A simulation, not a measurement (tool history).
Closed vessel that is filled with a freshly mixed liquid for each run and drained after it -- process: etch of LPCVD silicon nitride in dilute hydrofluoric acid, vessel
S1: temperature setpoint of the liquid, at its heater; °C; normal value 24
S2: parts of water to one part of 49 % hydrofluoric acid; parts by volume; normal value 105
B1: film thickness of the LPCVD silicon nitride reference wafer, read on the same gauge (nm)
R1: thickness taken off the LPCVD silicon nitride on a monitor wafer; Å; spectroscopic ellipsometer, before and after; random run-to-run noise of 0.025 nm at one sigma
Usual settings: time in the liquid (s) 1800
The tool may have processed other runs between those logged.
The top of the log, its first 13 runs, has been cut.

{"run": 14, "day": 38.4, "S1": 26, "S2": 105, "time in the liquid (s)": 2115, "B1": 70.05, "R1": 103}
{"run": 15, "day": 40.308, "S1": 19, "S2": 85, "time in the liquid (s)": 2370, "B1": 70.01, "R1": 88.3}
{"run": 16, "day": 43.575, "S1": 26, "S2": 75, "time in the liquid (s)": 2255, "B1": 69.97, "R1": 152.2}
{"day": 43.908, "done": "thermometer replaced"}
{"run": 17, "day": 47.821, "S1": 24, "S2": 105, "time in the liquid (s)": 1800, "B1": 70.01, "R1": 78}
{"day": 49.754, "done": "hydrofluoric acid flow meter replaced"}
{"run": 18, "day": 51.596, "S1": 24, "S2": 105, "time in the liquid (s)": 1800, "B1": 70.03, "R1": 78.3}
{"run": 19, "day": 53.621, "S1": 24, "S2": 105, "time in the liquid (s)": 800, "B1": 69.98, "R1": 34.8}
{"run": 20, "day": 55.279, "S1": 21.5, "S2": 125, "time in the liquid (s)": 1800, "B1": 70.02, "R1": 55.8}
{"run": 21, "day": 68.225, "S1": 25.5, "S2": 130, "time in the liquid (s)": 2655, "B1": 69.99, "R1": 102}
{"run": 22, "day": 70.283, "S1": 25.5, "S2": 105, "time in the liquid (s)": 1800, "B1": 69.99, "R1": 86}
{"run": 23, "day": 72.083, "S1": 22.5, "S2": 135, "time in the liquid (s)": 1165, "B1": 70.01, "R1": 35.6}
{"run": 24, "day": 76.308, "S1": 24, "S2": 125, "time in the liquid (s)": 2480, "B1": 70, "R1": 90.2}
{"run": 25, "day": 85.288, "S1": 19.5, "S2": 150, "time in the liquid (s)": 2600, "B1": 70, "R1": 58.8}
{"run": 26, "day": 89.921, "S1": 21.5, "S2": 105, "time in the liquid (s)": 1325, "B1": 70.02, "R1": 47.9}
{"day": 93.475, "done": "hydrofluoric acid flow meter replaced"}
{"run": 27, "day": 93.988, "S1": 24, "S2": 105, "time in the liquid (s)": 1800, "B1": 70, "R1": 76.7}
{"run": 28, "day": 96.712, "S1": 24, "S2": 105, "time in the liquid (s)": 1800, "B1": 69.98, "R1": 76.9}
{"run": 29, "day": 98.546, "S1": 24, "S2": 120, "time in the liquid (s)": 910, "B1": 69.98, "R1": 34}
{"run": 30, "day": 100.725, "S1": 22.5, "S2": 130, "time in the liquid (s)": 1800, "B1": 70.01, "R1": 56.3}
{"run": 31, "day": 105.925, "S1": 19.5, "S2": 130, "time in the liquid (s)": 1245, "B1": 70.01, "R1": 31.8}
{"day": 108.25, "done": "gauge calibrated"}
{"run": 32, "day": 109.233, "S1": 20.5, "S2": 105, "time in the liquid (s)": 1020, "B1": 69.99, "R1": 34.4}
{"run": 33, "day": 111.25, "S1": 20, "S2": 105, "time in the liquid (s)": 1800, "B1": 70, "R1": 58.8}

Branching from run 33: 3 alternative next runs. What would each branch give?
{"run": "A", "day": 111.3, "S1": 24, "S2": 105, "time in the liquid (s)": 1800, "B1": "?", "R1": "?"}
{"run": "B", "day": 111.3, "S1": 24, "S2": 70, "time in the liquid (s)": 1800, "B1": "?", "R1": "?"}
{"run": "C", "day": 111.3, "S1": 24, "S2": 150, "time in the liquid (s)": 2765, "B1": "?", "R1": "?"}

run=A B1=70.02 R1=76.5
run=B B1=70.02 R1=114.1
run=C B1=70.02 R1=82.7
Without the tool's hidden state the same runs would have given:
run=A R1=78.5
run=B R1=117
run=C R1=84.7
